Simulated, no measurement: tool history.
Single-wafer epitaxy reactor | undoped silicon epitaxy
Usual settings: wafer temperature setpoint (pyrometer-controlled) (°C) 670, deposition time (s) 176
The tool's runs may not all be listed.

run,day,wafer temperature setpoint (pyrometer-controlled) (°C),deposition time (s),"read-back reference wafer on the same gauge, thickness_nm",mean film thickness on the monitor wafer (Å)
1,0.000,670,176,52.396,443.95
2,5.542,670,176,52.384,449.14
3,8.246,670,176,52.403,448.18
4,9.438,670,176,52.430,445.97
5,11.362,670,176,52.415,447.46
6,13.667,670,176,52.405,446.68
7,16.192,659,185,52.432,367.46
8,18.262,659,185,52.411,364.66
9,20.638,659,185,52.377,367.97
10,22.821,670,176,52.429,453.02
11,25.329,681,149,52.465,489.82
12,27.871,681,149,52.393,487.80
13,29.492,681,149,52.377,489.57
14,32.279,670,156,52.419,400.29
15,34.083,670,156,52.414,399.88
16,36.488,670,156,52.420,398.52
# day 37.617: gauge calibrated
17,37.804,670,176,52.403,453.88
18,39.433,670,176,52.390,456.06
19,47.058,660,143,52.406,292.53
20,49.342,683,207,52.415,718.48
21,50.367,670,146,52.413,377.63
22,52.896,670,176,52.402,455.44
23,54.117,670,176,52.386,457.90
24,57.075,670,176,52.359,455.07
25,58.121,677,198,52.403,601.90
26,60.433,657,160,52.407,306.63
# day 62.458: pyrometer calibrated
27,62.479,664,198,52.449,431.90
28,64.617,657,153,52.400,283.92

Run 29, settings as shown, results not yet in. Your forecast:
29,66.454,679,153,?,?

Logged for run 29: read-back reference wafer on the same gauge, thickness_nm 52.412, mean film thickness on the monitor wafer (Å) 470.84.
Without the tool's hidden state the same run would have given mean film thickness on the monitor wafer (Å) 468.51.

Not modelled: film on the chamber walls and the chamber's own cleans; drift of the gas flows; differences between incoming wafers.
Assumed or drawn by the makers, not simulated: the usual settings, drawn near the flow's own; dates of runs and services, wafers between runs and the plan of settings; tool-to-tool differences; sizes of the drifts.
